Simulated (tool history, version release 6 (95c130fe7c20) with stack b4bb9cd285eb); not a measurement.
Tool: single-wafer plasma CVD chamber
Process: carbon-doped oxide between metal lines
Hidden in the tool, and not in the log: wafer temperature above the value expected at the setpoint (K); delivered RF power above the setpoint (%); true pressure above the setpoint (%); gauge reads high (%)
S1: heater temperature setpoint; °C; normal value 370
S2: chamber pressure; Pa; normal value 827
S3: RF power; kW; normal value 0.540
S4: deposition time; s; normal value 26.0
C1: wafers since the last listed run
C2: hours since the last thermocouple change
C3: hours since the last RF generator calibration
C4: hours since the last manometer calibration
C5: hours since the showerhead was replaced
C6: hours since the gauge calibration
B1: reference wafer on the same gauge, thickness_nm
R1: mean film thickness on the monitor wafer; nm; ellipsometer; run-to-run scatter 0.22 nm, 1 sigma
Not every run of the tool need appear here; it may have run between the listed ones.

{"run": 1, "day": 0.0, "S1": 370, "S2": 827, "S3": 0.54, "S4": 26.0, "C1": 0, "C2": 2205.2, "C3": 1653.8, "C4": 2534.2, "C5": 7962.9, "C6": 122.7, "B1": 126.376, "R1": 143.626}
{"day": 0.308, "done": "gauge calibrated"}
{"run": 2, "day": 0.579, "S1": 370, "S2": 827, "S3": 0.54, "S4": 26.0, "C1": 311, "C2": 2219.1, "C3": 1667.7, "C4": 2548.1, "C5": 7976.8, "C6": 6.5, "B1": 126.957, "R1": 144.388}
{"run": 3, "day": 0.954, "S1": 370, "S2": 827, "S3": 0.54, "S4": 26.0, "C1": 201, "C2": 2228.1, "C3": 1676.7, "C4": 2557.1, "C5": 7985.8, "C6": 15.5, "B1": 126.919, "R1": 144.079}
{"run": 4, "day": 1.392, "S1": 370, "S2": 827, "S3": 0.54, "S4": 26.0, "C1": 235, "C2": 2238.6, "C3": 1687.2, "C4": 2567.6, "C5": 7996.3, "C6": 26.0, "B1": 126.857, "R1": 144.169}
{"run": 5, "day": 1.742, "S1": 370, "S2": 827, "S3": 0.54, "S4": 26.0, "C1": 188, "C2": 2247.0, "C3": 1695.6, "C4": 2576.0, "C5": 8004.7, "C6": 34.4, "B1": 126.836, "R1": 144.24}
{"day": 2.458, "done": "capacitance manometer re-zeroed and calibrated"}
{"day": 2.583, "done": "showerhead replaced"}
{"run": 6, "day": 2.604, "S1": 370, "S2": 827, "S3": 0.54, "S4": 26.0, "C1": 216, "C2": 2267.7, "C3": 1716.3, "C4": 3.5, "C5": 0.5, "C6": 55.1, "B1": 126.744, "R1": 144.124}
{"run": 7, "day": 2.967, "S1": 370, "S2": 827, "S3": 0.54, "S4": 26.0, "C1": 194, "C2": 2276.4, "C3": 1725.0, "C4": 12.2, "C5": 9.2, "C6": 63.8, "B1": 126.656, "R1": 143.812}
{"run": 8, "day": 3.433, "S1": 370, "S2": 827, "S3": 0.485, "S4": 26.0, "C1": 250, "C2": 2287.6, "C3": 1736.2, "C4": 23.4, "C5": 20.4, "C6": 75.0, "B1": 126.651, "R1": 136.424}
{"run": 9, "day": 3.817, "S1": 377, "S2": 827, "S3": 0.44, "S4": 28.2, "C1": 206, "C2": 2296.8, "C3": 1745.4, "C4": 32.6, "C5": 29.6, "C6": 84.2, "B1": 126.552, "R1": 138.582}
{"day": 4.538, "done": "RF generator calibrated"}
{"day": 4.567, "done": "thermocouple changed; heater temperature recalibrated"}
{"run": 10, "day": 4.588, "S1": 357, "S2": 827, "S3": 0.54, "S4": 26.0, "C1": 219, "C2": 0.5, "C3": 1.2, "C4": 51.1, "C5": 48.1, "C6": 102.7, "B1": 126.47, "R1": 147.626}
{"run": 11, "day": 4.721, "S1": 381, "S2": 988, "S3": 0.54, "S4": 23.2, "C1": 71, "C2": 3.7, "C3": 4.4, "C4": 54.3, "C5": 51.3, "C6": 105.9, "B1": 126.465, "R1": 127.442}
{"run": 12, "day": 5.146, "S1": 381, "S2": 827, "S3": 0.54, "S4": 21.0, "C1": 228, "C2": 13.9, "C3": 14.6, "C4": 64.5, "C5": 61.5, "C6": 116.1, "B1": 126.391, "R1": 114.273}
{"run": 13, "day": 5.462, "S1": 370, "S2": 827, "S3": 0.495, "S4": 30.3, "C1": 170, "C2": 21.5, "C3": 22.2, "C4": 72.1, "C5": 69.1, "C6": 123.7, "B1": 126.386, "R1": 159.948}
{"day": 5.596, "done": "gauge calibrated"}
{"run": 14, "day": 6.029, "S1": 370, "S2": 732, "S3": 0.47, "S4": 26.0, "C1": 304, "C2": 35.1, "C3": 35.8, "C4": 85.7, "C5": 82.7, "C6": 10.4, "B1": 127.079, "R1": 132.293}
{"run": 15, "day": 6.629, "S1": 357, "S2": 827, "S3": 0.54, "S4": 26.0, "C1": 322, "C2": 49.5, "C3": 50.2, "C4": 100.1, "C5": 97.1, "C6": 24.8, "B1": 126.946, "R1": 148.483}
{"run": 16, "day": 7.142, "S1": 370, "S2": 827, "S3": 0.54, "S4": 26.0, "C1": 275, "C2": 61.8, "C3": 62.5, "C4": 112.4, "C5": 109.4, "C6": 37.1, "B1": 126.889, "R1": 143.781}
{"run": 17, "day": 7.788, "S1": 370, "S2": 827, "S3": 0.54, "S4": 26.0, "C1": 347, "C2": 77.3, "C3": 78.0, "C4": 127.9, "C5": 124.9, "C6": 52.6, "B1": 126.844, "R1": 143.977}

3 ways to go on from here, each from the tool as it stands after run 17. What would each give?
{"run": "A", "day": 7.804, "S1": 370, "S2": 827, "S3": 0.54, "S4": 26.0, "C1": 8, "C2": 77.7, "C3": 78.4, "C4": 128.3, "C5": 125.3, "C6": 53.0, "B1": "?", "R1": "?"}
{"run": "B", "day": 7.804, "S1": 365, "S2": 827, "S3": 0.44, "S4": 22.0, "C1": 8, "C2": 77.7, "C3": 78.4, "C4": 128.3, "C5": 125.3, "C6": 53.0, "B1": "?", "R1": "?"}
{"run": "C", "day": 7.804, "S1": 379, "S2": 1021, "S3": 0.635, "S4": 26.0, "C1": 8, "C2": 77.7, "C3": 78.4, "C4": 128.3, "C5": 125.3, "C6": 53.0, "B1": "?", "R1": "?"}

run=A B1=126.878 R1=143.928
run=B B1=126.878 R1=111.230
run=C B1=126.878 R1=156.119
Stripped of hidden state, with their random variation kept, the same runs would have yielded:
run=A R1=144.109
run=B R1=111.371
run=C R1=156.316
